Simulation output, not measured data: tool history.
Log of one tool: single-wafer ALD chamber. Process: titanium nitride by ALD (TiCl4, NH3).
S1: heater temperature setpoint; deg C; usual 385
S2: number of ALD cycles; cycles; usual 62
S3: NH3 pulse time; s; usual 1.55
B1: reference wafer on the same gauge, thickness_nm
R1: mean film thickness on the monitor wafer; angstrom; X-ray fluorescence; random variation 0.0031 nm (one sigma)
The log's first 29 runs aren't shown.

run	hour	S1	S2	S3	B1	R1
30	831.8	397	67	2.09	1.37	13.74
31	848.4	385	58	1.21	1.37	11.44
32	862.6	385	62	1.55	1.37	12.44
33	889.7	395	68	1.18	1.37	13.48
34	915.3	385	62	1.55	1.37	12.37
35	928.2	385	62	1.55	1.37	12.31
36	987.7	385	56	1.36	1.37	11.03
37	1004.4	395	62	1.55	1.37	12.49
38	1024.3	385	51	1.05	1.369	9.89
39	1045.8	385	69	1.55	1.37	13.79
40	1061.7	385	62	1.55	1.37	12.38

4 ways to go on from here, each from the tool as it stands after run 40. What would each give?
A	1062.2	390	62	1.55	?	?
B	1062.2	385	62	1.79	?	?
C	1062.2	400	51	1.55	?	?
D	1062.2	399	67	1.55	?	?

run	B1	R1
A	1.371	12.46
B	1.371	12.51
C	1.371	10.35
D	1.371	13.58
Without the tool's hidden state the same runs would have given:
run	R1
A	12.46
B	12.51
C	10.35
D	13.58
